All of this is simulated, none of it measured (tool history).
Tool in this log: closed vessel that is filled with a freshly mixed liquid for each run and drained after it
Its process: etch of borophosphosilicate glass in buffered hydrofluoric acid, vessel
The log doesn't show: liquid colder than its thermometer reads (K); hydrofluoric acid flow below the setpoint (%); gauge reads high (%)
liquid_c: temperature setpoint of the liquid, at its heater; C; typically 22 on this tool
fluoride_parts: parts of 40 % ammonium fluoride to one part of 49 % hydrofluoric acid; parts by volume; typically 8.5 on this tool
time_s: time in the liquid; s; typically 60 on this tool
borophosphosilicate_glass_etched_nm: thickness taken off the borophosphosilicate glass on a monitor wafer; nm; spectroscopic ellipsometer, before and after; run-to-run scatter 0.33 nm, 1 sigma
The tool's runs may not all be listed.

run    hour  liquid_c  fluoride_parts  time_s  wafers since the last listed run  hours since the thermometer was replaced  hours since the hydrofluoric acid flow meter was replaced  hours since the gauge calibration  read-back film thickness of the borophosphosilicate glass reference wafer, read on the same gauge (nm)  borophosphosilicate_glass_etched_nm
  1       0        22             8.5      60                                 0                                    1893.2                                                     1300.2                              609.3                                                                                                  140.03                                68.37
  2    35.4      19.5             8.5      60                              2992                                    1928.6                                                     1335.6                              644.7                                                                                                  139.97                                60.14
  3    64.7        22             8.5      60                              2476                                    1957.9                                                     1364.9                                674                                                                                                  140.01                                68.38
  4   129.2        22             8.5      60                              5452                                    2022.4                                                     1429.4                              738.5                                                                                                  140.05                                69.04
  5   160.8        22             8.5      60                              2671                                      2054                                                       1461                              770.1                                                                                                  139.97                                 68.2
  6   191.5        22             8.5      35                              2594                                    2084.7                                                     1491.7                              800.8                                                                                                  140.01                                39.71
  7   229.4        22             8.5      35                              3203                                    2122.6                                                     1529.6                              838.7                                                                                                  139.99                                39.75
  8   253.7        22             8.5      55                              2054                                    2146.9                                                     1553.9                                863                                                                                                  139.97                                62.24
  9     299        22             8.5      55                              3829                                    2192.2                                                     1599.2                              908.3                                                                                                  139.99                                62.34
 10   340.9        22             8.5      55                              3541                                    2234.1                                                     1641.1                              950.2                                                                                                  139.99                                62.14
 11   436.4        22             8.5      60                              8072                                    2329.6                                                     1736.6                             1045.7                                                                                                     140                                67.36
 12   503.3        22             8.5      60                              5654                                    2396.5                                                     1803.5                             1112.6                                                                                                     140                                67.77
 13   528.9        22             8.5      75                              2163                                    2422.1                                                     1829.1                             1138.2                                                                                                  140.01                                84.97
 14   557.3        22               6      60                              2400                                    2450.5                                                     1857.5                             1166.6                                                                                                     140                                95.89
 15   627.3        22             8.5      55                              5916                                    2520.5                                                     1927.5                             1236.6                                                                                                  140.04                                62.25
 16   662.3        22             8.5      45                              2958                                    2555.5                                                     1962.5                             1271.6                                                                                                     140                                50.56
      705.4  -- gauge calibrated
 17     717        22            11.5      75                              4623                                    2610.2                                                     2017.2                               11.6                                                                                                  140.01                                64.85
 18   768.5        25             6.5      60                              4353                                    2661.7                                                     2068.7                               63.1                                                                                                  140.01                               104.65
 19   794.3        27             7.5      90                              2180                                    2687.5                                                     2094.5                               88.9                                                                                                  139.98                               151.36
 20   865.6        22              12      60                              6026                                    2758.8                                                     2165.8                              160.2                                                                                                  139.99                                   49
      879.9  -- hydrofluoric acid flow meter replaced
 21   927.2        24               6      85                              5122                                    2820.4                                                       47.3                              221.8                                                                                                  139.95                               150.26
 22   970.4        22             8.5      60                              3651                                    2863.6                                                       90.5                                265                                                                                                  139.99                                 67.2
      991.8  -- thermometer replaced
 23  1018.6        22             8.5      60                              3989                                      26.8                                                      138.7                              313.2                                                                                                  139.99                                71.32
 24  1044.1        22             8.5      90                              2155                                      52.3                                                      164.2                              338.7                                                                                                  139.97                                107.8
 25  1091.8        22             8.5      60                              4031                                       100                                                      211.9                              386.4                                                                                                     140                                71.51
 26  1151.8        19             8.5      80                              5071                                       160                                                      271.9                              446.4                                                                                                     140                                80.72
 27  1178.1        18             8.5      60                              2223                                     186.3                                                      298.2                              472.7                                                                                                  140.01                                56.96
 28  1213.8        22            11.5      60                              3017                                       222                                                      333.9                              508.4                                                                                                     140                                54.27
 29  1285.1        24             9.5      75                              6026                                     293.3                                                      405.2                              579.7                                                                                                  139.99                                90.25
 30  1336.7        22             8.5      60                              4361                                     344.9                                                      456.8                              631.3                                                                                                  139.98                                 71.7

Measured minus without-hidden-state, run by run (identical run-to-run variation in each term; gauge scatter may differ):
run  borophosphosilicate_glass_etched_nm
  1                                -3.45
  2                                -3.11
  3                                -3.56
  4                                -3.67
  5                                -3.72
  6                                -2.19
  7                                -2.23
  8                                -3.53
  9                                -3.61
 10                                -3.63
 11                                -4.14
 12                                -4.24
 13                                -5.41
 14                                -6.14
 15                                -4.12
 16                                -3.37
 17                                -4.45
 18                                -7.13
 19                               -10.28
 20                                -3.53
 21                               -10.89
 22                                -4.99
 23                                -0.23
 24                                -0.41
 25                                -0.35
 26                                -0.49
 27                                -0.39
 28                                -0.42
 29                                -0.83
 30                                -0.74
